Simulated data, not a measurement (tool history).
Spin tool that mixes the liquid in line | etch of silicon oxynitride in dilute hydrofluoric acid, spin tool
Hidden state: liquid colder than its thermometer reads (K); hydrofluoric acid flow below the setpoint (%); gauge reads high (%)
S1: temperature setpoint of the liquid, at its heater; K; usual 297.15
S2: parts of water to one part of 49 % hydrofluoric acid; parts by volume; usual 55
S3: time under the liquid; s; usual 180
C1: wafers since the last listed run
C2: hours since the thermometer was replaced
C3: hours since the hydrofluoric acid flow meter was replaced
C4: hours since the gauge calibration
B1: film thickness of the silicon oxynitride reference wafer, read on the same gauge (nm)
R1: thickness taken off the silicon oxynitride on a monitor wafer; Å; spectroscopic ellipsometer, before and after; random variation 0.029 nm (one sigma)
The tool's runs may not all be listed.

{"run": 1, "hour": 0.0, "S1": 297.15, "S2": 55, "S3": 180, "C1": 0, "C2": 2509.4, "C3": 1062.3, "C4": 78.6, "B1": 60.004, "R1": 43.37}
{"run": 2, "hour": 34.5, "S1": 294.65, "S2": 55, "S3": 180, "C1": 190, "C2": 2543.9, "C3": 1096.8, "C4": 113.1, "B1": 59.961, "R1": 38.39}
{"run": 3, "hour": 55.7, "S1": 294.65, "S2": 55, "S3": 180, "C1": 117, "C2": 2565.1, "C3": 1118.0, "C4": 134.3, "B1": 60.005, "R1": 38.06}
{"run": 4, "hour": 86.9, "S1": 297.15, "S2": 45, "S3": 180, "C1": 172, "C2": 2596.3, "C3": 1149.2, "C4": 165.5, "B1": 59.942, "R1": 53.11}
{"run": 5, "hour": 108.0, "S1": 297.15, "S2": 55, "S3": 180, "C1": 116, "C2": 2617.4, "C3": 1170.3, "C4": 186.6, "B1": 59.942, "R1": 43.45}
{"run": 6, "hour": 129.6, "S1": 299.65, "S2": 40, "S3": 180, "C1": 119, "C2": 2639.0, "C3": 1191.9, "C4": 208.2, "B1": 60.039, "R1": 68.08}
{"run": 7, "hour": 163.8, "S1": 299.65, "S2": 40, "S3": 180, "C1": 189, "C2": 2673.2, "C3": 1226.1, "C4": 242.4, "B1": 59.979, "R1": 68.11}
{"run": 8, "hour": 183.7, "S1": 296.15, "S2": 55, "S3": 180, "C1": 110, "C2": 2693.1, "C3": 1246.0, "C4": 262.3, "B1": 60.037, "R1": 40.92}
{"run": 9, "hour": 201.1, "S1": 296.15, "S2": 55, "S3": 180, "C1": 96, "C2": 2710.5, "C3": 1263.4, "C4": 279.7, "B1": 60.0, "R1": 40.67}
{"run": 10, "hour": 214.1, "S1": 297.15, "S2": 55, "S3": 230, "C1": 71, "C2": 2723.5, "C3": 1276.4, "C4": 292.7, "B1": 59.998, "R1": 55.15}
{"run": 11, "hour": 238.1, "S1": 297.15, "S2": 55, "S3": 230, "C1": 132, "C2": 2747.5, "C3": 1300.4, "C4": 316.7, "B1": 60.007, "R1": 55.01}
{"run": 12, "hour": 267.1, "S1": 297.15, "S2": 55, "S3": 230, "C1": 160, "C2": 2776.5, "C3": 1329.4, "C4": 345.7, "B1": 59.99, "R1": 54.52}
{"hour": 297.0, "done": "hydrofluoric acid flow meter replaced"}
{"run": 13, "hour": 300.4, "S1": 297.15, "S2": 55, "S3": 180, "C1": 178, "C2": 2809.8, "C3": 3.4, "C4": 379.0, "B1": 60.018, "R1": 43.08}
{"run": 14, "hour": 316.7, "S1": 297.15, "S2": 55, "S3": 180, "C1": 90, "C2": 2826.1, "C3": 19.7, "C4": 395.3, "B1": 59.998, "R1": 43.01}
{"run": 15, "hour": 334.2, "S1": 297.15, "S2": 55, "S3": 180, "C1": 96, "C2": 2843.6, "C3": 37.2, "C4": 412.8, "B1": 60.014, "R1": 43.06}
{"run": 16, "hour": 348.2, "S1": 297.15, "S2": 55, "S3": 180, "C1": 77, "C2": 2857.6, "C3": 51.2, "C4": 426.8, "B1": 60.012, "R1": 42.73}
{"run": 17, "hour": 371.8, "S1": 302.15, "S2": 35, "S3": 90, "C1": 130, "C2": 2881.2, "C3": 74.8, "C4": 450.4, "B1": 60.023, "R1": 43.36}
{"run": 18, "hour": 394.4, "S1": 297.15, "S2": 55, "S3": 150, "C1": 125, "C2": 2903.8, "C3": 97.4, "C4": 473.0, "B1": 60.001, "R1": 35.4}
{"run": 19, "hour": 427.2, "S1": 297.15, "S2": 75, "S3": 180, "C1": 181, "C2": 2936.6, "C3": 130.2, "C4": 505.8, "B1": 60.008, "R1": 30.88}
{"run": 20, "hour": 455.8, "S1": 294.15, "S2": 35, "S3": 70, "C1": 158, "C2": 2965.2, "C3": 158.8, "C4": 534.4, "B1": 60.016, "R1": 22.49}
{"run": 21, "hour": 472.4, "S1": 297.15, "S2": 55, "S3": 180, "C1": 91, "C2": 2981.8, "C3": 175.4, "C4": 551.0, "B1": 60.021, "R1": 42.29}
{"run": 22, "hour": 498.3, "S1": 300.15, "S2": 55, "S3": 180, "C1": 143, "C2": 3007.7, "C3": 201.3, "C4": 576.9, "B1": 60.018, "R1": 49.41}
{"hour": 512.0, "done": "gauge calibrated"}
{"run": 23, "hour": 523.1, "S1": 299.15, "S2": 70, "S3": 285, "C1": 137, "C2": 3032.5, "C3": 226.1, "C4": 11.1, "B1": 60.003, "R1": 57.59}
{"run": 24, "hour": 543.1, "S1": 297.15, "S2": 55, "S3": 255, "C1": 110, "C2": 3052.5, "C3": 246.1, "C4": 31.1, "B1": 60.017, "R1": 60.14}
{"run": 25, "hour": 559.9, "S1": 297.15, "S2": 65, "S3": 180, "C1": 92, "C2": 3069.3, "C3": 262.9, "C4": 47.9, "B1": 59.985, "R1": 35.47}
{"hour": 582.9, "done": "thermometer replaced"}
{"run": 26, "hour": 585.6, "S1": 299.65, "S2": 40, "S3": 180, "C1": 136, "C2": 2.7, "C3": 288.6, "C4": 73.6, "B1": 60.045, "R1": 76.68}
{"run": 27, "hour": 603.5, "S1": 297.15, "S2": 55, "S3": 85, "C1": 99, "C2": 20.6, "C3": 306.5, "C4": 91.5, "B1": 59.967, "R1": 23.15}
{"run": 28, "hour": 627.4, "S1": 293.65, "S2": 55, "S3": 85, "C1": 132, "C2": 44.5, "C3": 330.4, "C4": 115.4, "B1": 59.975, "R1": 19.63}
{"run": 29, "hour": 656.4, "S1": 297.15, "S2": 55, "S3": 180, "C1": 160, "C2": 73.5, "C3": 359.4, "C4": 144.4, "B1": 60.012, "R1": 48.83}
{"run": 30, "hour": 692.1, "S1": 297.15, "S2": 55, "S3": 210, "C1": 197, "C2": 109.2, "C3": 395.1, "C4": 180.1, "B1": 59.968, "R1": 57.0}
{"run": 31, "hour": 708.6, "S1": 297.15, "S2": 55, "S3": 180, "C1": 91, "C2": 125.7, "C3": 411.6, "C4": 196.6, "B1": 60.049, "R1": 48.67}
{"run": 32, "hour": 742.9, "S1": 297.15, "S2": 55, "S3": 180, "C1": 189, "C2": 160.0, "C3": 445.9, "C4": 230.9, "B1": 60.022, "R1": 48.71}
{"run": 33, "hour": 769.1, "S1": 299.65, "S2": 25, "S3": 115, "C1": 144, "C2": 186.2, "C3": 472.1, "C4": 257.1, "B1": 59.987, "R1": 79.37}

The tool's hidden state at each run:
hydrofluoric acid flow below the setpoint (%): 0 in every run
gauge reads high (%): 0 in every run
H1: liquid colder than its thermometer reads (K)
run=1 H1=2.53
run=2 H1=2.56
run=3 H1=2.58
run=4 H1=2.61
run=5 H1=2.63
run=6 H1=2.65
run=7 H1=2.68
run=8 H1=2.7
run=9 H1=2.71
run=10 H1=2.72
run=11 H1=2.74
run=12 H1=2.77
run=13 H1=2.8
run=14 H1=2.81
run=15 H1=2.83
run=16 H1=2.84
run=17 H1=2.86
run=18 H1=2.88
run=19 H1=2.91
run=20 H1=2.94
run=21 H1=2.95
run=22 H1=2.97
run=23 H1=3
run=24 H1=3.01
run=25 H1=3.03
run=26 H1=0.0174
run=27 H1=0.0332
run=28 H1=0.0544
run=29 H1=0.0801
run=30 H1=0.112
run=31 H1=0.126
run=32 H1=0.157
run=33 H1=0.18
